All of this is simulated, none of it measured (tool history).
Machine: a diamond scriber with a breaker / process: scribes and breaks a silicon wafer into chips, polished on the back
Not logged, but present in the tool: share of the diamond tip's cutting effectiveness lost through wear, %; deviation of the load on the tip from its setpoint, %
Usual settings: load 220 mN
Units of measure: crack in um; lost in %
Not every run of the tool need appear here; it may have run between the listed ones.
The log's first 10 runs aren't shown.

run,hour,load,wafers since the last listed run,hours since the diamond tip was replaced,hours since the load on the tip was calibrated,"incoming depth of the damage left on the back of the incoming wafer, um",crack,lost
# hour 689.7: diamond tip replaced by a new one
11,752.0,220,175,62.3,1526.5,0.04,10.75,2.12
12,849.7,180,251,160.0,1624.2,0.04,9.16,9.98
13,946.9,180,250,257.2,1721.4,0.04,9.25,10.64
14,1044.5,180,251,354.8,1819.0,0.02,9.04,10.40
# hour 1088.9: load on the tip recalibrated
15,1105.4,174,151,415.7,16.5,0.02,9.50,6.60
16,1178.5,220,188,488.8,89.6,0.04,11.11,1.14
17,1269.7,239,234,580.0,180.8,0.02,11.82,1.54
18,1383.7,253,293,694.0,294.8,0.05,11.92,2.26
19,1428.9,269,116,739.2,340.0,0.01,12.47,4.03
# hour 1491.0: diamond tip replaced by a new one
20,1528.2,281,250,37.2,439.3,0.04,12.64,5.02

Forecast run 21:
21,1614.3,250,221,123.3,525.4,0.05,?,?

Logged for run 21: crack 11.82 um, lost 2.02 %.
Minus the tool's unlogged condition, the same run would have read crack 12.14 um, lost 3.04 %.
